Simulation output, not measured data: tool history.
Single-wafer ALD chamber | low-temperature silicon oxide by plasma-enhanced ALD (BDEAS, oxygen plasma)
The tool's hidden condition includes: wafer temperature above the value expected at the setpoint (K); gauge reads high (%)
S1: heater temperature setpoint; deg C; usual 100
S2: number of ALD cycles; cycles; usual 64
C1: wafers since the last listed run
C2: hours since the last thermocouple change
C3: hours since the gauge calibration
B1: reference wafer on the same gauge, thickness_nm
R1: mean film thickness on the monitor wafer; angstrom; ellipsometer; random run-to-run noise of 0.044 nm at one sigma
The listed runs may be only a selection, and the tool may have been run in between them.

| run | hour | S1 | S2 | C1 | C2 | C3 | B1 | R1 |
|---|---|---|---|---|---|---|---|---|
| 1 | 0 | 110 | 64 | 0 | 799.1 | 464.7 | 11.602 | 106.21 |
| 2 | 63.5 | 100 | 64 | 324 | 862.6 | 528.2 | 11.607 | 110.14 |
| 3 | 106.5 | 100 | 64 | 219 | 905.6 | 571.2 | 11.591 | 109.63 |
| 4 | 177.7 | 100 | 64 | 363 | 976.8 | 642.4 | 11.603 | 109.56 |
| 5 | 245.6 | 100 | 64 | 346 | 1044.7 | 710.3 | 11.596 | 110.31 |
| 6 | 303.5 | 100 | 64 | 295 | 1102.6 | 768.2 | 11.593 | 109.5 |
|  | 421.8 | thermocouple changed; heater temperature recalibrated |
| 7 | 574.2 | 100 | 61 | 1340 | 152.4 | 1038.9 | 11.6 | 103.21 |
| 8 | 666.5 | 100 | 64 | 471 | 244.7 | 1131.2 | 11.608 | 108.1 |
| 9 | 730.9 | 100 | 64 | 328 | 309.1 | 1195.6 | 11.602 | 108.26 |
| 10 | 815.2 | 94 | 64 | 430 | 393.4 | 1279.9 | 11.6 | 109.79 |
| 11 | 894.5 | 100 | 64 | 404 | 472.7 | 1359.2 | 11.605 | 108.55 |
| 12 | 959.9 | 100 | 64 | 333 | 538.1 | 1424.6 | 11.602 | 108.62 |
|  | 976.8 | gauge calibrated |
| 13 | 1020.2 | 100 | 64 | 307 | 598.4 | 43.4 | 11.6 | 108.43 |
| 14 | 1099.6 | 88 | 64 | 405 | 677.8 | 122.8 | 11.607 | 113.8 |
| 15 | 1174.3 | 88 | 64 | 381 | 752.5 | 197.5 | 11.596 | 112.92 |
| 16 | 1270.3 | 88 | 64 | 490 | 848.5 | 293.5 | 11.596 | 113.9 |
| 17 | 1331.9 | 100 | 64 | 314 | 910.1 | 355.1 | 11.588 | 110.03 |
| 18 | 1380 | 110 | 64 | 245 | 958.2 | 403.2 | 11.598 | 106.95 |
| 19 | 1454.9 | 92 | 64 | 382 | 1033.1 | 478.1 | 11.603 | 113.13 |
| 20 | 1512.8 | 89 | 57 | 295 | 1091 | 536 | 11.596 | 101.78 |
| 21 | 1594.6 | 90 | 64 | 417 | 1172.8 | 617.8 | 11.604 | 113.21 |
| 22 | 1664.3 | 107 | 73 | 355 | 1242.5 | 687.5 | 11.598 | 123.1 |
|  | 1699.9 | thermocouple changed; heater temperature recalibrated |
| 23 | 1710.5 | 108 | 54 | 194 | 10.6 | 733.7 | 11.585 | 90.18 |
| 24 | 1765 | 100 | 64 | 278 | 65.1 | 788.2 | 11.588 | 108.07 |
| 25 | 1869.2 | 112 | 60 | 531 | 169.3 | 892.4 | 11.597 | 99.21 |
| 26 | 1965.3 | 100 | 64 | 490 | 265.4 | 988.5 | 11.603 | 108.96 |
| 27 | 2030.6 | 94 | 52 | 333 | 330.7 | 1053.8 | 11.6 | 89.59 |
| 28 | 2130 | 106 | 73 | 507 | 430.1 | 1153.2 | 11.602 | 122.43 |
|  | 2182.7 | gauge calibrated |
| 29 | 2215.1 | 110 | 71 | 434 | 515.2 | 32.4 | 11.605 | 118.44 |
| 30 | 2321.2 | 107 | 72 | 541 | 621.3 | 138.5 | 11.596 | 120.31 |
| 31 | 2409.5 | 100 | 64 | 450 | 709.6 | 226.8 | 11.595 | 109.56 |
| 32 | 2509.2 | 107 | 71 | 508 | 809.3 | 326.5 | 11.591 | 119.02 |
| 33 | 2555.1 | 94 | 54 | 234 | 855.2 | 372.4 | 11.604 | 94.52 |
| 34 | 2597 | 114 | 55 | 213 | 897.1 | 414.3 | 11.604 | 90.9 |

Measured minus without-hidden-state, run by run (identical run-to-run variation in each term; gauge scatter may differ):
| run | R1 |
|---|---|
| 1 | +0.59 |
| 2 | +1.32 |
| 3 | +1.4 |
| 4 | +1.54 |
| 5 | +1.67 |
| 6 | +1.77 |
| 7 | +0 |
| 8 | +0.17 |
| 9 | +0.3 |
| 10 | +0.46 |
| 11 | +0.62 |
| 12 | +0.74 |
| 13 | +0.86 |
| 14 | +1.01 |
| 15 | +1.15 |
| 16 | +1.34 |
| 17 | +1.46 |
| 18 | +0.77 |
| 19 | +1.69 |
| 20 | +1.61 |
| 21 | +1.96 |
| 22 | +1.2 |
| 23 | +0.08 |
| 24 | +0.29 |
| 25 | +0.23 |
| 26 | +0.68 |
| 27 | +0.65 |
| 28 | +0.57 |
| 29 | +0.64 |
| 30 | +0.76 |
| 31 | +1.53 |
| 32 | +0.96 |
| 33 | +1.53 |
| 34 | +0.81 |
